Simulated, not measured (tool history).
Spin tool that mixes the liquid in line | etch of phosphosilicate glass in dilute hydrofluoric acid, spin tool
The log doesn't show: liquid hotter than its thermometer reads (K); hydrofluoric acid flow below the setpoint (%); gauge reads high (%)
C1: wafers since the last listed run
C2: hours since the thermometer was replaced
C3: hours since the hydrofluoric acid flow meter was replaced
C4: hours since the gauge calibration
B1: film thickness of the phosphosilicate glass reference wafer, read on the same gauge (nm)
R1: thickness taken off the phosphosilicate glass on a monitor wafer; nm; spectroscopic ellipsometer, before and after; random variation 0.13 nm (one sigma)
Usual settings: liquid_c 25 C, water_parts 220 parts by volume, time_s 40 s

{"run": 1, "day": 0.0, "liquid_c": 27, "water_parts": 240, "time_s": 40, "C1": 0, "C2": 1557.7, "C3": 2106, "C4": 238.8, "B1": 80.02, "R1": 25.95}
{"run": 2, "day": 1.05, "liquid_c": 27, "water_parts": 240, "time_s": 40, "C1": 394, "C2": 1582.9, "C3": 2131.2, "C4": 264, "B1": 80, "R1": 25.97}
{"run": 3, "day": 1.571, "liquid_c": 27, "water_parts": 240, "time_s": 40, "C1": 195, "C2": 1595.4, "C3": 2143.7, "C4": 276.5, "B1": 80.02, "R1": 25.92}
{"run": 4, "day": 2.771, "liquid_c": 25, "water_parts": 220, "time_s": 40, "C1": 451, "C2": 1624.2, "C3": 2172.5, "C4": 305.3, "B1": 79.95, "R1": 26.82}
{"run": 5, "day": 4.204, "liquid_c": 25, "water_parts": 220, "time_s": 40, "C1": 538, "C2": 1658.6, "C3": 2206.9, "C4": 339.7, "B1": 80.01, "R1": 26.91}
{"run": 6, "day": 5.538, "liquid_c": 25, "water_parts": 220, "time_s": 40, "C1": 501, "C2": 1690.6, "C3": 2238.9, "C4": 371.7, "B1": 80.01, "R1": 26.78}
{"run": 7, "day": 6.638, "liquid_c": 25, "water_parts": 220, "time_s": 40, "C1": 413, "C2": 1717, "C3": 2265.3, "C4": 398.1, "B1": 79.99, "R1": 26.61}
{"run": 8, "day": 7.779, "liquid_c": 25, "water_parts": 220, "time_s": 40, "C1": 429, "C2": 1744.4, "C3": 2292.7, "C4": 425.5, "B1": 79.98, "R1": 26.55}
{"run": 9, "day": 9.004, "liquid_c": 25, "water_parts": 220, "time_s": 40, "C1": 460, "C2": 1773.8, "C3": 2322.1, "C4": 454.9, "B1": 80.03, "R1": 26.43}
{"run": 10, "day": 9.725, "liquid_c": 20.5, "water_parts": 220, "time_s": 40, "C1": 271, "C2": 1791.1, "C3": 2339.4, "C4": 472.2, "B1": 79.98, "R1": 22.51}
{"run": 11, "day": 10.338, "liquid_c": 28.5, "water_parts": 140, "time_s": 40, "C1": 230, "C2": 1805.8, "C3": 2354.1, "C4": 486.9, "B1": 80, "R1": 52.32}
{"day": 11.108, "done": "gauge calibrated"}
{"run": 12, "day": 11.746, "liquid_c": 25, "water_parts": 220, "time_s": 40, "C1": 529, "C2": 1839.6, "C3": 2387.9, "C4": 15.3, "B1": 80.02, "R1": 26.56}
{"day": 12.933, "done": "hydrofluoric acid flow meter replaced"}
{"run": 13, "day": 13.167, "liquid_c": 28, "water_parts": 220, "time_s": 45, "C1": 518, "C2": 1873.7, "C3": 5.6, "C4": 49.4, "B1": 80.02, "R1": 40.78}
{"run": 14, "day": 14.067, "liquid_c": 27, "water_parts": 240, "time_s": 40, "C1": 338, "C2": 1895.3, "C3": 27.2, "C4": 71, "B1": 79.99, "R1": 31.35}
{"run": 15, "day": 15.229, "liquid_c": 25, "water_parts": 220, "time_s": 40, "C1": 437, "C2": 1923.2, "C3": 55.1, "C4": 98.9, "B1": 79.97, "R1": 32.2}
{"day": 15.308, "done": "thermometer replaced"}
{"run": 16, "day": 16.367, "liquid_c": 23.5, "water_parts": 130, "time_s": 40, "C1": 412, "C2": 25.4, "C3": 82.4, "C4": 126.2, "B1": 80.04, "R1": 57.09}
{"run": 17, "day": 17.783, "liquid_c": 27.5, "water_parts": 295, "time_s": 40, "C1": 532, "C2": 59.4, "C3": 116.4, "C4": 160.2, "B1": 80.01, "R1": 24.3}
{"run": 18, "day": 18.854, "liquid_c": 29, "water_parts": 160, "time_s": 45, "C1": 402, "C2": 85.1, "C3": 142.1, "C4": 185.9, "B1": 80.01, "R1": 61.52}
{"run": 19, "day": 19.929, "liquid_c": 25, "water_parts": 220, "time_s": 40, "C1": 404, "C2": 110.9, "C3": 167.9, "C4": 211.7, "B1": 80, "R1": 32}

The tool's hidden state at each run:
liquid hotter than its thermometer reads (K): 0 in every run
gauge reads high (%): 0 in every run
H1: hydrofluoric acid flow below the setpoint (%)
run=1 H1=14.2
run=2 H1=14.4
run=3 H1=14.5
run=4 H1=14.6
run=5 H1=14.8
run=6 H1=15
run=7 H1=15.1
run=8 H1=15.3
run=9 H1=15.4
run=10 H1=15.5
run=11 H1=15.6
run=12 H1=15.8
run=13 H1=0.654
run=14 H1=0.773
run=15 H1=0.926
run=16 H1=1.08
run=17 H1=1.26
run=18 H1=1.41
run=19 H1=1.55

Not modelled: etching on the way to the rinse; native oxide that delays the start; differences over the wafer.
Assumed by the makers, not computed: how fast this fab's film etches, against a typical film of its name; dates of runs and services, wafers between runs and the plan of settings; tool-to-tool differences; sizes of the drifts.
